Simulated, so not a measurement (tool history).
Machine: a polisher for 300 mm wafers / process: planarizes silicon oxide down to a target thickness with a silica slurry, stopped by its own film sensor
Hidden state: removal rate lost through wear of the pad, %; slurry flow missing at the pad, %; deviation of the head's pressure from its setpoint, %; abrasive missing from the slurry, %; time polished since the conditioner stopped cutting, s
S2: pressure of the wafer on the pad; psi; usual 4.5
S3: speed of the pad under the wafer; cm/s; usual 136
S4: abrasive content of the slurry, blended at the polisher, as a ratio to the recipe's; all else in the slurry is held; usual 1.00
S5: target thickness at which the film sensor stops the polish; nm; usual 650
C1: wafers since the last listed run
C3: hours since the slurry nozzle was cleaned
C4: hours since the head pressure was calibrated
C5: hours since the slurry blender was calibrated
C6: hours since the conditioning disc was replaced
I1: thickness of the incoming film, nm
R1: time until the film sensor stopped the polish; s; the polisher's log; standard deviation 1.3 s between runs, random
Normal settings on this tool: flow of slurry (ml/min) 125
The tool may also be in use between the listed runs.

{"run": 1, "hour": 0.0, "flow of slurry (ml/min)": 125, "S2": 4.5, "S3": 136, "S4": 1.0, "S5": 650, "C1": 0, "wafers polished on this pad": 2851, "C3": 343.2, "C4": 369.6, "C5": 303.7, "C6": 132.9, "I1": 1042.8, "R1": 125.2}
{"run": 2, "hour": 41.7, "flow of slurry (ml/min)": 125, "S2": 5.3, "S3": 114, "S4": 1.0, "S5": 650, "C1": 500, "wafers polished on this pad": 3352, "C3": 384.9, "C4": 411.3, "C5": 345.4, "C6": 174.6, "I1": 1034.6, "R1": 119.5}
{"run": 3, "hour": 78.2, "flow of slurry (ml/min)": 125, "S2": 5.3, "S3": 114, "S4": 1.0, "S5": 650, "C1": 438, "wafers polished on this pad": 3791, "C3": 421.4, "C4": 447.8, "C5": 381.9, "C6": 211.1, "I1": 1033.4, "R1": 123.5}
{"hour": 116.0, "done": "worn pad replaced by a new one"}
{"hour": 122.6, "done": "slurry blender recalibrated"}
{"run": 4, "hour": 141.5, "flow of slurry (ml/min)": 125, "S2": 4.5, "S3": 136, "S4": 1.2, "S5": 650, "C1": 688, "wafers polished on this pad": 282, "C3": 484.7, "C4": 511.1, "C5": 18.9, "C6": 274.4, "I1": 1043.3, "R1": 111.8}
{"run": 5, "hour": 166.0, "flow of slurry (ml/min)": 125, "S2": 4.5, "S3": 136, "S4": 1.0, "S5": 650, "C1": 294, "wafers polished on this pad": 576, "C3": 509.2, "C4": 535.6, "C5": 43.4, "C6": 298.9, "I1": 1040.6, "R1": 118.6}
{"hour": 205.2, "done": "conditioning disc replaced and pad reconditioned"}
{"run": 6, "hour": 214.6, "flow of slurry (ml/min)": 125, "S2": 4.5, "S3": 136, "S4": 0.8, "S5": 611, "C1": 559, "wafers polished on this pad": 1136, "C3": 557.8, "C4": 584.2, "C5": 92.0, "C6": 9.4, "I1": 1039.5, "R1": 143.8}
{"hour": 218.9, "done": "slurry nozzle cleaned"}
{"run": 7, "hour": 359.9, "flow of slurry (ml/min)": 125, "S2": 4.5, "S3": 136, "S4": 0.8, "S5": 611, "C1": 1733, "wafers polished on this pad": 2870, "C3": 141.0, "C4": 729.5, "C5": 237.3, "C6": 154.7, "I1": 1048.9, "R1": 137.2}
{"run": 8, "hour": 429.7, "flow of slurry (ml/min)": 125, "S2": 4.5, "S3": 136, "S4": 1.0, "S5": 650, "C1": 838, "wafers polished on this pad": 3708, "C3": 210.8, "C4": 799.3, "C5": 307.1, "C6": 224.5, "I1": 1038.1, "R1": 120.1}
{"hour": 471.5, "done": "worn pad replaced by a new one"}
{"run": 9, "hour": 484.2, "flow of slurry (ml/min)": 125, "S2": 4.5, "S3": 136, "S4": 1.0, "S5": 650, "C1": 606, "wafers polished on this pad": 152, "C3": 265.3, "C4": 853.8, "C5": 361.6, "C6": 279.0, "I1": 1027.6, "R1": 117.1}
{"run": 10, "hour": 530.8, "flow of slurry (ml/min)": 125, "S2": 4.5, "S3": 136, "S4": 1.0, "S5": 650, "C1": 559, "wafers polished on this pad": 712, "C3": 311.9, "C4": 900.4, "C5": 408.2, "C6": 325.6, "I1": 1038.1, "R1": 130.0}
{"hour": 586.4, "done": "conditioning disc replaced and pad reconditioned"}
{"run": 11, "hour": 595.3, "flow of slurry (ml/min)": 125, "S2": 4.5, "S3": 136, "S4": 1.0, "S5": 650, "C1": 750, "wafers polished on this pad": 1463, "C3": 376.4, "C4": 964.9, "C5": 472.7, "C6": 8.9, "I1": 1043.3, "R1": 136.6}
{"hour": 617.1, "done": "head pressure recalibrated"}
{"hour": 633.7, "done": "slurry blender recalibrated"}
{"run": 12, "hour": 646.9, "flow of slurry (ml/min)": 170, "S2": 4.5, "S3": 136, "S4": 1.0, "S5": 650, "C1": 571, "wafers polished on this pad": 2034, "C3": 428.0, "C4": 29.8, "C5": 13.2, "C6": 60.5, "I1": 1023.7, "R1": 101.5}
{"run": 13, "hour": 709.3, "flow of slurry (ml/min)": 125, "S2": 4.5, "S3": 136, "S4": 1.0, "S5": 650, "C1": 749, "wafers polished on this pad": 2784, "C3": 490.4, "C4": 92.2, "C5": 75.6, "C6": 122.9, "I1": 1046.0, "R1": 119.3}
{"hour": 762.1, "done": "worn pad replaced by a new one"}
{"run": 14, "hour": 763.8, "flow of slurry (ml/min)": 85, "S2": 5.8, "S3": 136, "S4": 1.0, "S5": 710, "C1": 606, "wafers polished on this pad": 21, "C3": 544.9, "C4": 146.7, "C5": 130.1, "C6": 177.4, "I1": 1053.6, "R1": 95.7}
{"hour": 786.0, "done": "slurry nozzle cleaned"}
{"run": 15, "hour": 800.7, "flow of slurry (ml/min)": 125, "S2": 4.5, "S3": 136, "S4": 1.1, "S5": 650, "C1": 431, "wafers polished on this pad": 452, "C3": 14.7, "C4": 183.6, "C5": 167.0, "C6": 214.3, "I1": 1059.3, "R1": 104.0}
{"hour": 912.7, "done": "conditioning disc replaced and pad reconditioned"}
{"run": 16, "hour": 1016.3, "flow of slurry (ml/min)": 125, "S2": 3.8, "S3": 136, "S4": 1.0, "S5": 650, "C1": 2566, "wafers polished on this pad": 3018, "C3": 230.3, "C4": 399.2, "C5": 382.6, "C6": 103.6, "I1": 1027.9, "R1": 136.3}
{"hour": 1060.4, "done": "slurry blender recalibrated"}
{"run": 17, "hour": 1080.7, "flow of slurry (ml/min)": 125, "S2": 2.9, "S3": 178, "S4": 1.1, "S5": 543, "C1": 749, "wafers polished on this pad": 3768, "C3": 294.7, "C4": 463.6, "C5": 20.3, "C6": 168.0, "I1": 1033.7, "R1": 171.6}
{"run": 18, "hour": 1125.2, "flow of slurry (ml/min)": 140, "S2": 3.9, "S3": 136, "S4": 0.75, "S5": 650, "C1": 534, "wafers polished on this pad": 4302, "C3": 339.2, "C4": 508.1, "C5": 64.8, "C6": 212.5, "I1": 1034.0, "R1": 137.8}
{"hour": 1131.2, "done": "worn pad replaced by a new one"}
{"run": 19, "hour": 1194.2, "flow of slurry (ml/min)": 125, "S2": 4.5, "S3": 136, "S4": 1.0, "S5": 650, "C1": 780, "wafers polished on this pad": 757, "C3": 408.2, "C4": 577.1, "C5": 133.8, "C6": 281.5, "I1": 1043.3, "R1": 118.7}
{"hour": 1200.2, "done": "conditioning disc replaced and pad reconditioned"}
{"run": 20, "hour": 1221.6, "flow of slurry (ml/min)": 125, "S2": 4.5, "S3": 136, "S4": 1.0, "S5": 750, "C1": 305, "wafers polished on this pad": 1062, "C3": 435.6, "C4": 604.5, "C5": 161.2, "C6": 21.4, "I1": 1043.4, "R1": 87.7}
{"run": 21, "hour": 1268.5, "flow of slurry (ml/min)": 95, "S2": 4.5, "S3": 136, "S4": 1.0, "S5": 756, "C1": 563, "wafers polished on this pad": 1625, "C3": 482.5, "C4": 651.4, "C5": 208.1, "C6": 68.3, "I1": 1049.3, "R1": 100.8}
{"run": 22, "hour": 1329.1, "flow of slurry (ml/min)": 125, "S2": 4.5, "S3": 136, "S4": 1.0, "S5": 650, "C1": 728, "wafers polished on this pad": 2353, "C3": 543.1, "C4": 712.0, "C5": 268.7, "C6": 128.9, "I1": 1050.1, "R1": 127.9}
{"run": 23, "hour": 1365.3, "flow of slurry (ml/min)": 125, "S2": 4.5, "S3": 136, "S4": 1.0, "S5": 650, "C1": 434, "wafers polished on this pad": 2788, "C3": 579.3, "C4": 748.2, "C5": 304.9, "C6": 165.1, "I1": 1035.7, "R1": 121.9}
{"hour": 1394.3, "done": "slurry nozzle cleaned"}
{"run": 24, "hour": 1410.5, "flow of slurry (ml/min)": 95, "S2": 3.0, "S3": 152, "S4": 1.25, "S5": 650, "C1": 531, "wafers polished on this pad": 3319, "C3": 16.2, "C4": 793.4, "C5": 350.1, "C6": 210.3, "I1": 1017.2, "R1": 140.9}
{"hour": 1423.8, "done": "worn pad replaced by a new one"}
{"run": 25, "hour": 1440.0, "flow of slurry (ml/min)": 125, "S2": 4.5, "S3": 136, "S4": 1.0, "S5": 650, "C1": 306, "wafers polished on this pad": 195, "C3": 45.7, "C4": 822.9, "C5": 379.6, "C6": 239.8, "I1": 1019.7, "R1": 110.0}
{"run": 26, "hour": 1468.8, "flow of slurry (ml/min)": 125, "S2": 4.5, "S3": 136, "S4": 1.0, "S5": 650, "C1": 345, "wafers polished on this pad": 541, "C3": 74.5, "C4": 851.7, "C5": 408.4, "C6": 268.6, "I1": 1048.8, "R1": 121.4}

Entry by entry between the runs, the difference in hidden state between the last listed run before and the first listed run after:
In the gap between runs 3 and 4: worn pad replaced by a new one (hour 116.0); slurry blender recalibrated (hour 122.6)
  slurry flow missing at the pad, %: 39.9 -> 41.1; abrasive missing from the slurry, %: 26.8 -> 6.2
  measured value less the no-hidden-state value, R1: +29.4 -> +18.5 s
In the gap between runs 5 and 6: conditioning disc replaced and pad reconditioned (hour 205.2)
  slurry flow missing at the pad, %: 41.4 -> 42; abrasive missing from the slurry, %: 6.42 -> 7.39
  measured value less the no-hidden-state value, R1: +20.1 -> +25.8 s
In the gap between runs 6 and 7: slurry nozzle cleaned (hour 218.9)
  slurry flow missing at the pad, %: 42 -> 24.2; abrasive missing from the slurry, %: 7.39 -> 14.4
  measured value less the no-hidden-state value, R1: +25.8 -> +17.5 s
In the gap between runs 8 and 9: worn pad replaced by a new one (hour 471.5)
  slurry flow missing at the pad, %: 30.3 -> 33.7; abrasive missing from the slurry, %: 20 -> 25.4
  measured value less the no-hidden-state value, R1: +20.2 -> +23.9 s
In the gap between runs 10 and 11: conditioning disc replaced and pad reconditioned (hour 586.4)
  slurry flow missing at the pad, %: 35.9 -> 38.2; abrasive missing from the slurry, %: 30.7 -> 39
  measured value less the no-hidden-state value, R1: +30.8 -> +39.0 s
In the gap between runs 11 and 12: head pressure recalibrated (hour 617.1); slurry blender recalibrated (hour 633.7)
  slurry flow missing at the pad, %: 38.2 -> 39.5; abrasive missing from the slurry, %: 39 -> 1.5
  measured value less the no-hidden-state value, R1: +39.0 -> +11.2 s
In the gap between runs 13 and 14: worn pad replaced by a new one (hour 762.1)
  slurry flow missing at the pad, %: 40.6 -> 41.3; abrasive missing from the slurry, %: 2.31 -> 3.96
  measured value less the no-hidden-state value, R1: +18.1 -> +20.8 s
In the gap between runs 14 and 15: slurry nozzle cleaned (hour 786.0)
  slurry flow missing at the pad, %: 41.3 -> 4.23; abrasive missing from the slurry, %: 3.96 -> 5.58
  measured value less the no-hidden-state value, R1: +20.8 -> +3.1 s
In the gap between runs 15 and 16: conditioning disc replaced and pad reconditioned (hour 912.7)
  slurry flow missing at the pad, %: 4.23 -> 31.3; abrasive missing from the slurry, %: 5.58 -> 23
  measured value less the no-hidden-state value, R1: +3.1 -> +25.2 s
In the gap between runs 16 and 17: slurry blender recalibrated (hour 1060.4)
  slurry flow missing at the pad, %: 31.3 -> 34.8; abrasive missing from the slurry, %: 23 -> 4.37
  measured value less the no-hidden-state value, R1: +25.2 -> +22.0 s
In the gap between runs 18 and 19: worn pad replaced by a new one (hour 1131.2)
  slurry flow missing at the pad, %: 36.6 -> 38.7; abrasive missing from the slurry, %: 4.93 -> 6.94
  measured value less the no-hidden-state value, R1: +17.9 -> +18.6 s
In the gap between runs 19 and 20: conditioning disc replaced and pad reconditioned (hour 1200.2)
  slurry flow missing at the pad, %: 38.7 -> 39.3; abrasive missing from the slurry, %: 6.94 -> 8.13
  measured value less the no-hidden-state value, R1: +18.6 -> +14.4 s
In the gap between runs 23 and 24: slurry nozzle cleaned (hour 1394.3)
  slurry flow missing at the pad, %: 41.3 -> 9.42; abrasive missing from the slurry, %: 18 -> 22.3
  measured value less the no-hidden-state value, R1: +25.7 -> +15.8 s
In the gap between runs 24 and 25: worn pad replaced by a new one (hour 1423.8)
  slurry flow missing at the pad, %: 9.42 -> 15.2; abrasive missing from the slurry, %: 22.3 -> 25.5
  measured value less the no-hidden-state value, R1: +15.8 -> +15.7 s

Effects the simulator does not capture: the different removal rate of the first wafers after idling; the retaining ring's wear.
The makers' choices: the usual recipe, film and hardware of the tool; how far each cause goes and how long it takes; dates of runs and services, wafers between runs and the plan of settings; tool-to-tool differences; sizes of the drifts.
